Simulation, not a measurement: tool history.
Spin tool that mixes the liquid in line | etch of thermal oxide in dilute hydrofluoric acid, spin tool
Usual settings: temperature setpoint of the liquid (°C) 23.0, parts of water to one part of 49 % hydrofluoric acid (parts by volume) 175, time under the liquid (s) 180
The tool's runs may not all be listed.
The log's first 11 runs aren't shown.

run    hour  temperature setpoint of the liquid (°C)  parts of water to one part of 49 % hydrofluoric acid (parts by volume)  time under the liquid (s)  wafers since the last listed run  hours since the thermometer was replaced  hours since the hydrofluoric acid flow meter was replaced  hours since the gauge calibration  read-back film thickness of the thermal oxide reference wafer, read on the same gauge (nm)  thickness taken off the thermal oxide on a monitor wafer (Å)
 12  1227.1                                     23.0                                                                     175                        180                               258                                    2350.7                                                      270.2                              113.4                                                                                      50.001                                                         44.30
 13  1318.2                                     19.5                                                                     215                        230                               370                                    2441.8                                                      361.3                              204.5                                                                                      49.977                                                         39.24
 14  1598.8                                     23.0                                                                     175                        180                              1139                                    2722.4                                                      641.9                              485.1                                                                                      49.962                                                         43.79
     1612.5  -- thermometer replaced
 15  1672.9                                     23.0                                                                     175                        120                               296                                      60.4                                                      716.0                              559.2                                                                                      50.017                                                         29.39
 16  1716.3                                     24.5                                                                     115                        215                               176                                     103.8                                                      759.4                              602.6                                                                                      49.994                                                         92.95
     1720.3  -- hydrofluoric acid flow meter replaced
 17  1754.0                                     23.0                                                                     145                        225                               149                                     141.5                                                       33.7                              640.3                                                                                      50.014                                                         69.37
 18  1827.9                                     23.0                                                                     175                        130                               300                                     215.4                                                      107.6                              714.2                                                                                      50.036                                                         31.78
 19  1874.6                                     23.0                                                                     215                         80                               189                                     262.1                                                      154.3                              760.9                                                                                      49.967                                                         15.36
 20  2065.3                                     21.5                                                                      95                        125                               774                                     452.8                                                      345.0                              951.6                                                                                      50.047                                                         58.84
 21  2129.3                                     23.0                                                                     175                        180                               259                                     516.8                                                      409.0                             1015.6                                                                                      49.964                                                         44.54
 22  2167.7                                     23.0                                                                     175                        180                               155                                     555.2                                                      447.4                             1054.0                                                                                      49.944                                                         44.31
 23  2265.5                                     25.0                                                                     220                        215                               397                                     653.0                                                      545.2                             1151.8                                                                                      49.983                                                         42.86
 24  2348.9                                     18.5                                                                     175                         75                               338                                     736.4                                                      628.6                             1235.2                                                                                      50.017                                                         15.70

Run 25 comes next. What will it give?
 25  2426.3                                     26.0                                                                     200                        115                               314                                     813.8                                                      706.0                             1312.6                                                                                           ?                                                             ?

{"run 25": {"read-back film thickness of the thermal oxide reference wafer, read on the same gauge (nm)": 49.954, "thickness taken off the thermal oxide on a monitor wafer (Å)": 26.98}}
Without the tool's hidden state the same run would have given thickness taken off the thermal oxide on a monitor wafer (Å) 26.98.

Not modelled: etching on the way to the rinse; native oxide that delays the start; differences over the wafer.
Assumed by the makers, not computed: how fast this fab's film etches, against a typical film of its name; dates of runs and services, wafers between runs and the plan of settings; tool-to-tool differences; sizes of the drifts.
